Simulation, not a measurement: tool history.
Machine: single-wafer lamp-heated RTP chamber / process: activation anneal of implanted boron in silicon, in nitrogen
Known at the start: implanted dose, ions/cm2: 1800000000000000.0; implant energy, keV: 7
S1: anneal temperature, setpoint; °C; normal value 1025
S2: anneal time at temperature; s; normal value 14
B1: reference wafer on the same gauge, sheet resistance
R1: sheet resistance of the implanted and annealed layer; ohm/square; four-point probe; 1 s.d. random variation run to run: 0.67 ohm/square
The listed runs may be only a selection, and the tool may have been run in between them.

| run | hour | S1 | S2 | B1 | R1 |
|---|---|---|---|---|---|
| 1 | 0 | 1003 | 10 | 115.76 | 128.82 |
|  | 1.1 | reflector plate cleaned |
| 2 | 29.6 | 1006 | 14 | 116.13 | 127.13 |
| 3 | 57.3 | 1006 | 14 | 116.13 | 126.78 |
| 4 | 70.1 | 1025 | 14 | 115.94 | 115.52 |
|  | 92.4 | pyrometer window cleaned and pyrometer calibrated |
| 5 | 102.6 | 1025 | 14 | 115.84 | 115.38 |
| 6 | 131.5 | 1025 | 14 | 116.03 | 115.13 |
| 7 | 163.4 | 1025 | 14 | 116.1 | 113.75 |
| 8 | 186.5 | 1025 | 21 | 116.02 | 109.44 |
| 9 | 201.7 | 1025 | 21 | 115.96 | 107.92 |
| 10 | 216.4 | 1025 | 21 | 116.2 | 108.38 |
| 11 | 237.2 | 1025 | 14 | 115.94 | 113.46 |
| 12 | 256 | 1010 | 14 | 116.18 | 121.24 |
| 13 | 275.5 | 1010 | 14 | 116.01 | 120.7 |
|  | 295.1 | pyrometer window cleaned and pyrometer calibrated |
|  | 302.2 | reflector plate cleaned |
| 14 | 302.7 | 996 | 6 | 115.96 | 145.76 |
| 15 | 314.7 | 1048 | 14 | 115.9 | 104.12 |
| 16 | 407.7 | 1008 | 9 | 116.05 | 129.8 |
| 17 | 426.1 | 1025 | 14 | 116.15 | 115.43 |
|  | 451 | pyrometer window cleaned and pyrometer calibrated |
| 18 | 451.5 | 1047 | 14 | 116.13 | 103.15 |
|  | 452 | gauge calibrated |
| 19 | 486.5 | 1011 | 11 | 116.1 | 124.41 |
| 20 | 515.5 | 1055 | 6 | 115.96 | 108.29 |
| 21 | 536.7 | 1025 | 14 | 116.21 | 113.57 |
| 22 | 550 | 996 | 14 | 116.01 | 129.55 |
|  | 565.3 | reflector plate cleaned |
| 23 | 635.9 | 1054 | 9 | 116.05 | 105.97 |
|  | 648.3 | pyrometer window cleaned and pyrometer calibrated |
| 24 | 658.8 | 1046 | 6 | 115.94 | 115.67 |
| 25 | 686.5 | 1025 | 14 | 115.81 | 117.04 |
| 26 | 720.4 | 1025 | 14 | 116.04 | 116.49 |
| 27 | 742.6 | 1052 | 17 | 116.12 | 96.75 |

Here are 3 independent what-if runs from the current tool condition. What would each one return?
| A | 743 | 1025 | 14 | ? | ? |
| B | 743 | 1011 | 6 | ? | ? |
| C | 743 | 1005 | 14 | ? | ? |

| run | B1 | R1 |
|---|---|---|
| A | 115.95 | 114.68 |
| B | 115.95 | 132.05 |
| C | 115.95 | 126.18 |
Take away the tool's hidden state, keep each run's random variation, and the runs would have read:
| run | R1 |
|---|---|
| A | 117.77 |
| B | 135.4 |
| C | 129.5 |
